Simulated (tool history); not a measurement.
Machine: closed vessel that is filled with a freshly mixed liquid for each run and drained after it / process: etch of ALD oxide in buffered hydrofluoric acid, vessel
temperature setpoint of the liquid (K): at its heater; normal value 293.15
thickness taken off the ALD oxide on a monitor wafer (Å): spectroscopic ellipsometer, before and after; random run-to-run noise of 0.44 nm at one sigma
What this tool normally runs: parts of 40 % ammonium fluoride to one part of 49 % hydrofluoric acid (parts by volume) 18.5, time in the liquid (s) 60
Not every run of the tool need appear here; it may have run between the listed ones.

run     day  temperature setpoint of the liquid (K)  parts of 40 % ammonium fluoride to one part of 49 % hydrofluoric acid (parts by volume)  time in the liquid (s)  wafers since the last listed run  hours since the thermometer was replaced  hours since the hydrofluoric acid flow meter was replaced  hours since the gauge calibration  read-back film thickness of the ALD oxide reference wafer, read on the same gauge (nm)  thickness taken off the ALD oxide on a monitor wafer (Å)
  1   0.000                                  293.15                                                                                     18.5                      60                                 0                                    2029.0                                                     1417.4                              281.6                                                                                   79.99                                                     691.6
  2   0.454                                  295.65                                                                                     18.5                      60                               983                                    2039.9                                                     1428.3                              292.5                                                                                   79.99                                                     789.4
  3   0.900                                  295.65                                                                                     18.5                      60                               965                                    2050.6                                                     1439.0                              303.2                                                                                   79.99                                                     799.4
  4   1.333                                  294.65                                                                                     18.5                      60                               938                                    2061.0                                                     1449.4                              313.6                                                                                   80.04                                                     763.3
  5   1.996                                  294.65                                                                                     18.5                      60                              1435                                    2076.9                                                     1465.3                              329.5                                                                                   80.00                                                     758.4
  6   2.612                                  290.15                                                                                     18.5                      60                              1335                                    2091.7                                                     1480.1                              344.3                                                                                   80.03                                                     590.6
      2.771  -- gauge calibrated
  7   3.333                                  293.15                                                                                     18.5                      60                              1561                                    2109.0                                                     1497.4                               13.5                                                                                   80.01                                                     700.6
  8   3.612                                  293.15                                                                                     18.5                      60                               604                                    2115.7                                                     1504.1                               20.2                                                                                   80.03                                                     696.4
      3.804  -- thermometer replaced
  9   4.079                                  293.15                                                                                     18.5                      60                               920                                       6.6                                                     1515.3                               31.4                                                                                   80.00                                                     602.3
 10   4.592                                  294.65                                                                                     25.0                      80                              1110                                      18.9                                                     1527.6                               43.7                                                                                   80.04                                                     687.1
      4.988  -- hydrofluoric acid flow meter replaced
 11   5.179                                  298.15                                                                                     24.0                      35                              1182                                      33.0                                                        4.6                               57.8                                                                                   80.03                                                     369.6
 12   5.783                                  293.15                                                                                     18.5                      45                              1308                                      47.5                                                       19.1                               72.3                                                                                   80.01                                                     449.0
 13   6.504                                  293.15                                                                                     18.5                      60                              1561                                      64.8                                                       36.4                               89.6                                                                                   80.01                                                     600.5
 14   6.967                                  290.15                                                                                     14.0                      30                              1001                                      75.9                                                       47.5                              100.7                                                                                   80.03                                                     328.8
 15   7.462                                  293.15                                                                                     15.0                      90                              1074                                      87.8                                                       59.4                              112.6                                                                                   80.01                                                    1097.3
 16   8.146                                  293.15                                                                                     16.5                      70                              1480                                     104.2                                                       75.8                              129.0                                                                                   80.05                                                     774.5
 17   8.554                                  293.15                                                                                     18.5                      60                               884                                     114.0                                                       85.6                              138.8                                                                                   80.03                                                     599.2
 18   8.954                                  293.15                                                                                     18.5                      60                               866                                     123.6                                                       95.2                              148.4                                                                                   80.00                                                     588.9
 19   9.500                                  297.65                                                                                     21.0                      60                              1182                                     136.7                                                      108.3                              161.5                                                                                   80.03                                                     696.2
 20   9.846                                  291.65                                                                                     18.5                      60                               749                                     145.0                                                      116.6                              169.8                                                                                   79.99                                                     550.2
 21  10.321                                  293.15                                                                                     11.5                      80                              1028                                     156.4                                                      128.0                              181.2                                                                                   80.01                                                    1284.8
 22  10.954                                  293.15                                                                                     18.5                      60                              1371                                     171.6                                                      143.2                              196.4                                                                                   80.00                                                     592.7
 23  11.229                                  293.15                                                                                     22.5                      80                               595                                     178.2                                                      149.8                              203.0                                                                                   80.00                                                     682.8
 24  11.554                                  297.65                                                                                     14.5                      80                               703                                     186.0                                                      157.6                              210.8                                                                                   80.00                                                    1305.1
 25  12.250                                  297.65                                                                                     12.0                      60                              1507                                     202.7                                                      174.3                              227.5                                                                                   80.01                                                    1167.0
 26  12.729                                  291.65                                                                                     24.0                      35                              1037                                     214.2                                                      185.8                              239.0                                                                                   80.00                                                     264.3
 27  13.471                                  293.15                                                                                     18.5                      60                              1606                                     232.0                                                      203.6                              256.8                                                                                   79.99                                                     600.9
 28  13.983                                  293.15                                                                                     18.5                      80                              1110                                     244.3                                                      215.9                              269.1                                                                                   80.00                                                     807.4
 29  14.479                                  293.15                                                                                     13.0                      60                              1074                                     256.2                                                      227.8                              281.0                                                                                   79.97                                                     860.2
 30  14.879                                  296.15                                                                                     18.5                      45                               866                                     265.8                                                      237.4                              290.6                                                                                   80.01                                                     531.1
 31  15.138                                  290.65                                                                                     13.0                      80                               559                                     272.0                                                      243.6                              296.8                                                                                   80.02                                                     986.5
 32  15.429                                  296.65                                                                                     15.0                      30                               631                                     279.0                                                      250.6                              303.8                                                                                   79.98                                                     452.0
 33  15.925                                  293.15                                                                                     14.0                      60                              1074                                     290.9                                                      262.5                              315.7                                                                                   79.96                                                     794.5

For some of the steps in thickness taken off the ALD oxide on a monitor wafer (Å) from one run to the next: how much would appear even if the tool had no hidden state, given the settings, what came in and random variation, and how much remains for the hidden state plus any gauge scatter that the measured result and the result without hidden state don't share?
Hidden conditions of the tool in this case: liquid hotter than its thermometer reads (K); hydrofluoric acid flow below the setpoint (%); gauge reads high (%).
Run 5 -> 6: temperature setpoint of the liquid (K) 294.65 -> 290.15. thickness taken off the ALD oxide on a monitor wafer (Å) -167.8: hidden state -22.6, all else -145.2.
Run 6 -> 7: temperature setpoint of the liquid (K) 290.15 -> 293.15, gauge calibrated. thickness taken off the ALD oxide on a monitor wafer (Å) +110.0: hidden state +16.1, all else +93.9.
Run 8 -> 9: thermometer replaced. thickness taken off the ALD oxide on a monitor wafer (Å) -94.1: hidden state -104.4, all else +10.3.
Run 14 -> 15: temperature setpoint of the liquid (K) 290.15 -> 293.15, parts of 40 % ammonium fluoride to one part of 49 % hydrofluoric acid (parts by volume) 14.0 -> 15.0, time in the liquid (s) 30 -> 90. thickness taken off the ALD oxide on a monitor wafer (Å) +768.5: hidden state +8.4, all else +760.1.
Run 20 -> 21: temperature setpoint of the liquid (K) 291.65 -> 293.15, parts of 40 % ammonium fluoride to one part of 49 % hydrofluoric acid (parts by volume) 18.5 -> 11.5, time in the liquid (s) 60 -> 80. thickness taken off the ALD oxide on a monitor wafer (Å) +734.6: hidden state +11.3, all else +723.3.
Run 25 -> 26: temperature setpoint of the liquid (K) 297.65 -> 291.65, parts of 40 % ammonium fluoride to one part of 49 % hydrofluoric acid (parts by volume) 12.0 -> 24.0, time in the liquid (s) 60 -> 35. thickness taken off the ALD oxide on a monitor wafer (Å) -902.7: hidden state -15.5, all else -887.2.

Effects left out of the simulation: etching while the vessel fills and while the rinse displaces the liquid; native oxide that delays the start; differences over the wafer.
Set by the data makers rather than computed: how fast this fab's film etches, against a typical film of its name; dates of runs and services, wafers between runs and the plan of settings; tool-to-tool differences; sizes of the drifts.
